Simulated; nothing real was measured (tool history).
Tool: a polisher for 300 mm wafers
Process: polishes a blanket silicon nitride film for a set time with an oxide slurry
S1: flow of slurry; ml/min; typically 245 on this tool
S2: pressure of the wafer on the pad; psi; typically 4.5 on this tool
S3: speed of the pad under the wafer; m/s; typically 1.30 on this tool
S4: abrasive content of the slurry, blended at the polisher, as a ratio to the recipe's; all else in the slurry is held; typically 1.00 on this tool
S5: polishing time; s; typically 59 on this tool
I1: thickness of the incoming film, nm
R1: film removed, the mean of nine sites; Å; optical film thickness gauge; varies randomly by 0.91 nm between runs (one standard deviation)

{"run": 1, "hour": 0.0, "S1": 245, "S2": 4.5, "S3": 1.3, "S4": 1.05, "S5": 59, "I1": 383.6, "R1": 600}
{"hour": 7.0, "done": "worn pad replaced by a new one"}
{"run": 2, "hour": 8.3, "S1": 245, "S2": 4.5, "S3": 1.3, "S4": 1.05, "S5": 59, "I1": 373.9, "R1": 588}
{"run": 3, "hour": 19.5, "S1": 245, "S2": 4.5, "S3": 1.3, "S4": 1.05, "S5": 59, "I1": 379.9, "R1": 570}
{"run": 4, "hour": 26.2, "S1": 245, "S2": 4.5, "S3": 1.3, "S4": 1.0, "S5": 49, "I1": 385.6, "R1": 463}
{"run": 5, "hour": 34.5, "S1": 245, "S2": 4.5, "S3": 1.3, "S4": 1.0, "S5": 49, "I1": 380.1, "R1": 469}
{"run": 6, "hour": 52.3, "S1": 245, "S2": 4.5, "S3": 1.3, "S4": 1.0, "S5": 59, "I1": 375.9, "R1": 574}
{"run": 7, "hour": 65.3, "S1": 245, "S2": 4.5, "S3": 1.3, "S4": 1.0, "S5": 59, "I1": 384.3, "R1": 570}
{"hour": 74.8, "done": "worn pad replaced by a new one"}
{"run": 8, "hour": 78.4, "S1": 245, "S2": 4.5, "S3": 1.3, "S4": 1.0, "S5": 59, "I1": 380.0, "R1": 573}
{"run": 9, "hour": 90.1, "S1": 245, "S2": 5.4, "S3": 1.3, "S4": 1.0, "S5": 59, "I1": 381.8, "R1": 674}
{"hour": 98.9, "done": "slurry nozzle cleaned"}
{"hour": 101.4, "done": "conditioning disc replaced and pad reconditioned"}
{"hour": 108.4, "done": "head pressure recalibrated"}
{"run": 10, "hour": 108.9, "S1": 245, "S2": 4.5, "S3": 1.3, "S4": 1.0, "S5": 59, "I1": 376.8, "R1": 571}
{"run": 11, "hour": 114.8, "S1": 245, "S2": 4.5, "S3": 1.3, "S4": 1.0, "S5": 48, "I1": 372.5, "R1": 459}
{"hour": 137.3, "done": "worn pad replaced by a new one"}
{"run": 12, "hour": 165.3, "S1": 180, "S2": 4.5, "S3": 1.3, "S4": 1.0, "S5": 42, "I1": 383.4, "R1": 379}
{"hour": 170.1, "done": "slurry blender recalibrated"}
{"run": 13, "hour": 171.7, "S1": 245, "S2": 4.5, "S3": 1.3, "S4": 0.85, "S5": 75, "I1": 386.0, "R1": 762}
{"run": 14, "hour": 184.5, "S1": 325, "S2": 4.5, "S3": 1.3, "S4": 1.0, "S5": 51, "I1": 384.6, "R1": 572}
{"run": 15, "hour": 195.4, "S1": 205, "S2": 5.2, "S3": 1.68, "S4": 1.2, "S5": 59, "I1": 385.6, "R1": 956}
{"run": 16, "hour": 206.9, "S1": 245, "S2": 4.5, "S3": 1.3, "S4": 1.0, "S5": 48, "I1": 374.7, "R1": 524}
{"hour": 211.9, "done": "worn pad replaced by a new one"}
{"run": 17, "hour": 219.0, "S1": 290, "S2": 3.2, "S3": 1.3, "S4": 1.15, "S5": 59, "I1": 383.6, "R1": 478}

What if the next run were any one of these 3? Each begins from the tool's condition after run 17:
{"run": "A", "hour": 219.4, "S1": 245, "S2": 4.5, "S3": 1.3, "S4": 1.0, "S5": 59, "I1": 375.5, "R1": "?"}
{"run": "B", "hour": 219.4, "S1": 270, "S2": 6.0, "S3": 1.3, "S4": 1.0, "S5": 59, "I1": 375.5, "R1": "?"}
{"run": "C", "hour": 219.4, "S1": 305, "S2": 4.5, "S3": 1.3, "S4": 1.0, "S5": 59, "I1": 375.5, "R1": "?"}

run=A R1=626
run=B R1=843
run=C R1=640
Stripped of hidden state, with their random variation kept, the same runs would have yielded:
run=A R1=655
run=B R1=883
run=C R1=670
